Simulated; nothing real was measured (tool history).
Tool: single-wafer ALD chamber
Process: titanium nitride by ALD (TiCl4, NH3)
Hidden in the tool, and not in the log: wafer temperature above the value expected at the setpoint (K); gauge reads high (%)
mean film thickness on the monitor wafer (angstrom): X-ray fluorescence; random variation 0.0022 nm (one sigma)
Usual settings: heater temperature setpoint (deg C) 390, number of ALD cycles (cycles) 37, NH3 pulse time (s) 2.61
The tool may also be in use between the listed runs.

| run | hour | heater temperature setpoint (deg C) | number of ALD cycles (cycles) | NH3 pulse time (s) | wafers since the last listed run | hours since the last thermocouple change | hours since the showerhead was replaced | hours since the gauge calibration | read-back reference wafer on the same gauge, thickness_nm | mean film thickness on the monitor wafer (angstrom) |
|---|---|---|---|---|---|---|---|---|---|---|
| 1 | 0.0 | 390 | 37 | 2.61 | 0 | 2767.1 | 2743.1 | 263.2 | 0.941 | 8.81 |
| 2 | 14.1 | 390 | 37 | 2.61 | 112 | 2781.2 | 2757.2 | 277.3 | 0.941 | 8.81 |
| 3 | 22.4 | 390 | 37 | 2.61 | 66 | 2789.5 | 2765.5 | 285.6 | 0.942 | 8.88 |
| 4 | 28.6 | 390 | 37 | 2.61 | 49 | 2795.7 | 2771.7 | 291.8 | 0.941 | 8.82 |
| 5 | 37.4 | 390 | 37 | 2.61 | 69 | 2804.5 | 2780.5 | 300.6 | 0.942 | 8.83 |
| 6 | 47.1 | 390 | 37 | 2.61 | 77 | 2814.2 | 2790.2 | 310.3 | 0.941 | 8.86 |
|  | 57.6 | thermocouple changed; heater temperature recalibrated |
| 7 | 58.1 | 390 | 37 | 2.61 | 23 | 0.5 | 2801.2 | 321.3 | 0.941 | 8.81 |
| 8 | 65.1 | 390 | 34 | 3.11 | 55 | 7.5 | 2808.2 | 328.3 | 0.941 | 8.16 |
| 9 | 76.5 | 390 | 32 | 2.61 | 90 | 18.9 | 2819.6 | 339.7 | 0.941 | 7.64 |
| 10 | 89.2 | 390 | 32 | 2.61 | 101 | 31.6 | 2832.3 | 352.4 | 0.941 | 7.62 |
| 11 | 103.1 | 390 | 32 | 2.61 | 110 | 45.5 | 2846.2 | 366.3 | 0.941 | 7.63 |
| 12 | 118.7 | 390 | 37 | 2.61 | 124 | 61.1 | 2861.8 | 381.9 | 0.941 | 8.83 |
| 13 | 135.5 | 390 | 37 | 2.61 | 133 | 77.9 | 2878.6 | 398.7 | 0.942 | 8.85 |
|  | 152.8 | showerhead replaced |
| 14 | 153.3 | 390 | 37 | 2.61 | 77 | 95.7 | 0.5 | 416.5 | 0.941 | 8.83 |
| 15 | 162.4 | 380 | 37 | 1.88 | 72 | 104.8 | 9.6 | 425.6 | 0.941 | 8.60 |
| 16 | 175.2 | 398 | 44 | 3.07 | 101 | 117.6 | 22.4 | 438.4 | 0.941 | 10.60 |
| 17 | 185.2 | 390 | 37 | 2.61 | 79 | 127.6 | 32.4 | 448.4 | 0.941 | 8.84 |
| 18 | 195.7 | 390 | 37 | 2.61 | 83 | 138.1 | 42.9 | 458.9 | 0.942 | 8.81 |
| 19 | 202.1 | 390 | 37 | 2.61 | 50 | 144.5 | 49.3 | 465.3 | 0.941 | 8.84 |
| 20 | 214.3 | 390 | 41 | 2.61 | 97 | 156.7 | 61.5 | 477.5 | 0.941 | 9.79 |
| 21 | 228.4 | 397 | 43 | 2.27 | 112 | 170.8 | 75.6 | 491.6 | 0.942 | 10.29 |
|  | 238.7 | gauge calibrated |
| 22 | 241.5 | 378 | 34 | 2.61 | 104 | 183.9 | 88.7 | 2.8 | 0.941 | 8.03 |
| 23 | 255.4 | 390 | 37 | 3.33 | 110 | 197.8 | 102.6 | 16.7 | 0.941 | 8.90 |
| 24 | 271.9 | 404 | 37 | 2.61 | 131 | 214.3 | 119.1 | 33.2 | 0.941 | 8.93 |

Forecast run 25:
| 25 | 278.9 | 390 | 37 | 2.61 | 55 | 221.3 | 126.1 | 40.2 | ? | ? |

Run 25 gave read-back reference wafer on the same gauge, thickness_nm 0.941, mean film thickness on the monitor wafer (angstrom) 8.83.
Without the tool's hidden state the same run would have given mean film thickness on the monitor wafer (angstrom) 8.83.
